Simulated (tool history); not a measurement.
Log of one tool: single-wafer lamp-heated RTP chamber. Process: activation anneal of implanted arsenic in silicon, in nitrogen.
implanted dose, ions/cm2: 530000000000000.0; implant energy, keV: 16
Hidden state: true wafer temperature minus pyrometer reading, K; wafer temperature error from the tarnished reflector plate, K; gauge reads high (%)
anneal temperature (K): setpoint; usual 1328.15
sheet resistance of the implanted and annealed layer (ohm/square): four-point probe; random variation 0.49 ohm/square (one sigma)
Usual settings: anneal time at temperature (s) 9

run	hour	anneal temperature (K)	anneal time at temperature (s)	wafers since the last listed run	wafers since the last pyrometer calibration	wafers since the reflector plate was cleaned	hours since the gauge calibration	read-back reference wafer on the same gauge, sheet resistance	sheet resistance of the implanted and annealed layer (ohm/square)
1	0.0	1328.15	9	0	508	2470	483.8	213.06	198.41
# hour 39.9: gauge calibrated
# hour 47.1: reflector plate cleaned
2	62.5	1328.15	9	485	994	136	22.6	213.04	198.74
3	130.5	1328.15	9	605	1600	742	90.6	212.99	196.97
4	171.2	1328.15	9	362	1963	1105	131.3	213.11	197.60
5	215.2	1328.15	9	392	2355	1497	175.3	212.90	196.66
6	241.6	1328.15	9	235	2590	1732	201.7	213.09	196.45
7	307.9	1328.15	9	590	3181	2323	268.0	213.20	197.21
# hour 349.9: pyrometer window cleaned and pyrometer calibrated
8	350.4	1320.15	12	307	4	2631	310.5	213.14	199.61
9	385.4	1320.15	12	311	316	2943	345.5	213.01	197.96
# hour 444.8: reflector plate cleaned
10	445.3	1337.15	4	462	778	4	405.4	212.70	203.68
11	487.9	1328.15	9	379	1158	384	448.0	212.94	197.83
# hour 506.9: gauge calibrated
12	558.9	1347.15	14	632	1790	1016	52.0	213.02	189.11
13	601.5	1317.15	4	379	2170	1396	94.6	212.61	204.72
14	656.7	1328.15	9	491	2662	1888	149.8	213.25	196.68
15	711.2	1328.15	9	485	3147	2374	204.3	213.24	197.04
# hour 743.7: pyrometer window cleaned and pyrometer calibrated
# hour 766.4: reflector plate cleaned
16	766.9	1344.15	13	353	135	4	260.0	213.00	192.03
17	804.5	1347.15	9	335	470	339	297.6	213.14	194.08
18	836.3	1344.15	4	283	753	622	329.4	213.12	201.77

Forecast each of these 5 alternatives for the next run:
A	836.7	1337.15	9	3	757	626	329.8	?	?
B	836.7	1310.15	9	3	757	626	329.8	?	?
C	836.7	1310.15	11	3	757	626	329.8	?	?
D	836.7	1339.15	14	3	757	626	329.8	?	?
E	836.7	1341.15	12	3	757	626	329.8	?	?

run	read-back reference wafer on the same gauge, sheet resistance	sheet resistance of the implanted and annealed layer (ohm/square)
A	212.86	196.32
B	212.86	201.64
C	212.86	200.00
D	212.86	191.33
E	212.86	192.50
Without the tool's hidden state the same runs would have given:
run	sheet resistance of the implanted and annealed layer (ohm/square)
A	197.86
B	202.84
C	201.31
D	193.03
E	194.16
